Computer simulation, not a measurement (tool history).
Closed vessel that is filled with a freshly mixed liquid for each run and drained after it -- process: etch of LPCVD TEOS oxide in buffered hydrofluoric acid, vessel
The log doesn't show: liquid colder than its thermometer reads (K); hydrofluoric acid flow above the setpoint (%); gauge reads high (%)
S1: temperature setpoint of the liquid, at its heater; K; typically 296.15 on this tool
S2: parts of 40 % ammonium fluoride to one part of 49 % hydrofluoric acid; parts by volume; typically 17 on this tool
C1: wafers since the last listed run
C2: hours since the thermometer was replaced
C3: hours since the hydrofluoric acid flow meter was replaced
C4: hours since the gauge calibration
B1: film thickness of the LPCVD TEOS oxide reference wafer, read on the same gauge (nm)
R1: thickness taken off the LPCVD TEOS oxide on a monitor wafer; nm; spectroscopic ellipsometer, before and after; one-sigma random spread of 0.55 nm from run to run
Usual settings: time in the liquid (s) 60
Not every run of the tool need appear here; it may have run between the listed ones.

run 1 hour=0 | S1=296.15 S2=17 time_in_the_liquid_(s)=50 | C1=0 C2=709.5 C3=177.7 C4=1408 | B1=119.98 | R1=54.52
run 2 hour=89.4 | S1=293.65 S2=13.5 time_in_the_liquid_(s)=60 | C1=10789 C2=798.9 C3=267.1 C4=1497.4 | B1=120.02 | R1=69.9
run 3 hour=127.5 | S1=296.15 S2=20.5 time_in_the_liquid_(s)=70 | C1=4598 C2=837 C3=305.2 C4=1535.5 | B1=120.02 | R1=62.48
-- hour=227.4 thermometer replaced
run 4 hour=348.3 | S1=296.15 S2=20.5 time_in_the_liquid_(s)=70 | C1=26527 C2=120.9 C3=526 C4=1756.3 | B1=119.98 | R1=63.37
run 5 hour=418.7 | S1=296.15 S2=17 time_in_the_liquid_(s)=60 | C1=8496 C2=191.3 C3=596.4 C4=1826.7 | B1=120.01 | R1=65.61
run 6 hour=485.7 | S1=296.15 S2=17 time_in_the_liquid_(s)=60 | C1=8086 C2=258.3 C3=663.4 C4=1893.7 | B1=120.05 | R1=64.1
run 7 hour=544.5 | S1=298.65 S2=12 time_in_the_liquid_(s)=60 | C1=7096 C2=317.1 C3=722.2 C4=1952.5 | B1=120.01 | R1=106.18
run 8 hour=584.4 | S1=296.15 S2=17 time_in_the_liquid_(s)=60 | C1=4815 C2=357 C3=762.1 C4=1992.4 | B1=120.01 | R1=65.04
run 9 hour=655.7 | S1=296.15 S2=17 time_in_the_liquid_(s)=60 | C1=8605 C2=428.3 C3=833.4 C4=2063.7 | B1=120.04 | R1=65.1
run 10 hour=706.2 | S1=296.15 S2=17 time_in_the_liquid_(s)=60 | C1=6094 C2=478.8 C3=883.9 C4=2114.2 | B1=120.02 | R1=66.02
run 11 hour=746 | S1=296.15 S2=17 time_in_the_liquid_(s)=60 | C1=4803 C2=518.6 C3=923.7 C4=2154 | B1=119.99 | R1=65.3
-- hour=763.8 gauge calibrated
run 12 hour=805.5 | S1=296.15 S2=17 time_in_the_liquid_(s)=60 | C1=7180 C2=578.1 C3=983.2 C4=41.7 | B1=119.99 | R1=65.46
-- hour=826.5 hydrofluoric acid flow meter replaced
run 13 hour=868.5 | S1=296.15 S2=17 time_in_the_liquid_(s)=60 | C1=7482 C2=641.1 C3=42 C4=104.7 | B1=119.97 | R1=63.7
run 14 hour=916.1 | S1=296.15 S2=17 time_in_the_liquid_(s)=60 | C1=5744 C2=688.7 C3=89.6 C4=152.3 | B1=120.03 | R1=65.15
run 15 hour=971 | S1=296.15 S2=17 time_in_the_liquid_(s)=60 | C1=6625 C2=743.6 C3=144.5 C4=207.2 | B1=119.98 | R1=64.41
run 16 hour=1063.4 | S1=296.15 S2=17 time_in_the_liquid_(s)=60 | C1=11151 C2=836 C3=236.9 C4=299.6 | B1=120.02 | R1=64.68
run 17 hour=1114.9 | S1=296.15 S2=17 time_in_the_liquid_(s)=60 | C1=6215 C2=887.5 C3=288.4 C4=351.1 | B1=119.98 | R1=63.45
run 18 hour=1190.5 | S1=296.15 S2=17 time_in_the_liquid_(s)=60 | C1=9123 C2=963.1 C3=364 C4=426.7 | B1=120.03 | R1=65.38
run 19 hour=1253.7 | S1=300.65 S2=17 time_in_the_liquid_(s)=60 | C1=7627 C2=1026.3 C3=427.2 C4=489.9 | B1=119.97 | R1=82.3
-- hour=1333.2 thermometer replaced
run 20 hour=1354.5 | S1=298.15 S2=23.5 time_in_the_liquid_(s)=60 | C1=12044 C2=21.3 C3=528 C4=590.7 | B1=120.02 | R1=54.89
run 21 hour=1443.7 | S1=298.15 S2=17 time_in_the_liquid_(s)=60 | C1=10765 C2=110.5 C3=617.2 C4=679.9 | B1=120 | R1=71.64
run 22 hour=1524 | S1=296.15 S2=17 time_in_the_liquid_(s)=70 | C1=9691 C2=190.8 C3=697.5 C4=760.2 | B1=120.02 | R1=77.27
run 23 hour=1584.6 | S1=291.65 S2=19.5 time_in_the_liquid_(s)=85 | C1=7313 C2=251.4 C3=758.1 C4=820.8 | B1=120.02 | R1=63.28
run 24 hour=1659.5 | S1=294.65 S2=17 time_in_the_liquid_(s)=75 | C1=9039 C2=326.3 C3=833 C4=895.7 | B1=120.01 | R1=75.13
-- hour=1969.1 hydrofluoric acid flow meter replaced
run 25 hour=1980.7 | S1=294.15 S2=21.5 time_in_the_liquid_(s)=90 | C1=38644 C2=647.5 C3=11.6 C4=1216.9 | B1=120.02 | R1=68.94
run 26 hour=2057 | S1=296.15 S2=22.5 time_in_the_liquid_(s)=60 | C1=9208 C2=723.8 C3=87.9 C4=1293.2 | B1=120.06 | R1=49.99
run 27 hour=2104.8 | S1=296.15 S2=17 time_in_the_liquid_(s)=60 | C1=5768 C2=771.6 C3=135.7 C4=1341 | B1=120.01 | R1=63.77
run 28 hour=2141.9 | S1=296.15 S2=17 time_in_the_liquid_(s)=60 | C1=4477 C2=808.7 C3=172.8 C4=1378.1 | B1=119.98 | R1=63.86

What does the tool deliver on the next run?
run 29 hour=2240 | S1=296.15 S2=17 time_in_the_liquid_(s)=60 | C1=11839 C2=906.8 C3=270.9 C4=1476.2 | B1=? | R1=?

Run 29 gave B1 119.95, R1 65.03 nm.
Without the tool's hidden state the same run would have given R1 64.27 nm.
